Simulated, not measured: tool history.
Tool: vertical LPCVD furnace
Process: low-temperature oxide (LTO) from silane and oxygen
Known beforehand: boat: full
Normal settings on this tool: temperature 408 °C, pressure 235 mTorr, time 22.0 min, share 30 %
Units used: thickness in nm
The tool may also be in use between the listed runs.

run,hour,temperature,pressure,time,share,wafers since the last listed run,hours since the last temperature calibration,hours since the pressure gauge was zeroed,hours since the silane flow controller was replaced,hours since the gauge calibration,"read-back reference wafer on the same gauge, thickness",thickness
1,0.0,408,235,22.0,30,0,1413.8,1747.5,4786.3,792.2,143.04,181.00
2,65.2,408,255,22.0,30,829,1479.0,1812.7,4851.5,857.4,143.01,195.74
3,118.2,408,255,22.0,30,674,1532.0,1865.7,4904.5,910.4,142.85,196.18
4,172.5,408,255,22.0,30,690,1586.3,1920.0,4958.8,964.7,143.02,195.93
5,204.1,408,235,19.0,30,401,1617.9,1951.6,4990.4,996.3,143.06,156.47
6,247.4,408,235,22.0,30,550,1661.2,1994.9,5033.7,1039.6,143.06,182.03
7,308.7,408,235,22.0,30,779,1722.5,2056.2,5095.0,1100.9,143.03,181.68
8,353.3,408,235,22.0,30,567,1767.1,2100.8,5139.6,1145.5,142.94,181.96
9,381.9,408,235,27.5,30,363,1795.7,2129.4,5168.2,1174.1,142.83,227.55
10,448.0,408,235,27.5,30,840,1861.8,2195.5,5234.3,1240.2,143.06,228.86
11,485.3,408,235,27.5,30,474,1899.1,2232.8,5271.6,1277.5,142.96,227.28
# hour 575.9: gauge calibrated
12,622.6,408,235,22.0,30,1746,2036.4,2370.1,5408.9,46.7,143.06,182.52
13,672.3,419,185,22.0,36,632,2086.1,2419.8,5458.6,96.4,143.00,211.08
14,741.6,396,250,31.0,26,881,2155.4,2489.1,5527.9,165.7,142.94,191.12
# hour 776.4: thermocouples replaced and temperature profile calibrated
15,794.6,404,235,22.0,30,368,18.2,2542.1,5580.9,218.7,142.93,172.48
# hour 841.2: pressure gauge zeroed
16,841.7,408,235,22.0,28,293,65.3,0.5,5628.0,265.8,143.09,156.44
17,858.1,408,235,22.0,30,208,81.7,16.9,5644.4,282.2,142.85,173.00
18,895.0,408,235,22.0,30,469,118.6,53.8,5681.3,319.1,142.97,172.63
# hour 935.7: silane flow controller replaced
19,953.7,404,260,15.0,30,441,177.3,112.5,18.0,377.8,143.05,124.90
20,1001.3,419,235,22.0,30,605,224.9,160.1,65.6,425.4,143.01,197.73
21,1039.8,408,195,29.5,30,489,263.4,198.6,104.1,463.9,143.02,194.61
22,1083.9,408,235,22.0,30,560,307.5,242.7,148.2,508.0,142.88,174.33
23,1127.5,408,235,22.0,26,554,351.1,286.3,191.8,551.6,142.95,142.02
24,1182.6,399,200,22.0,30,700,406.2,341.4,246.9,606.7,142.91,135.71
25,1250.0,400,235,22.0,30,857,473.6,408.8,314.3,674.1,142.91,160.99
26,1277.8,399,205,29.0,33,353,501.4,436.6,342.1,701.9,143.15,209.99
27,1334.8,412,235,22.0,30,725,558.4,493.6,399.1,758.9,143.01,184.62
28,1404.7,408,235,22.0,30,889,628.3,563.5,469.0,828.8,142.96,177.86
29,1470.4,401,270,22.0,30,835,694.0,629.2,534.7,894.5,142.93,187.20
30,1514.5,408,190,22.0,30,560,738.1,673.3,578.8,938.6,143.04,144.40
31,1542.7,412,235,24.0,30,358,766.3,701.5,607.0,966.8,143.02,203.03

Run by run, hidden condition taken away, random variation retained:
Hidden state present: true tube temperature minus thermocouple reading, K; true pressure minus gauge reading, mTorr; deviation of the silane flow from its setpoint, %; gauge reads high (%).
run,thickness
1,171.55
2,185.98
3,186.23
4,185.82
5,147.77
6,171.78
7,171.27
8,171.40
9,214.24
10,215.23
11,213.60
12,171.12
13,195.37
14,179.12
15,163.89
16,155.08
17,171.34
18,170.64
19,123.27
20,194.43
21,190.31
22,170.78
23,138.87
24,131.84
25,156.65
26,203.30
27,179.08
28,172.11
29,181.52
30,138.12
31,195.61

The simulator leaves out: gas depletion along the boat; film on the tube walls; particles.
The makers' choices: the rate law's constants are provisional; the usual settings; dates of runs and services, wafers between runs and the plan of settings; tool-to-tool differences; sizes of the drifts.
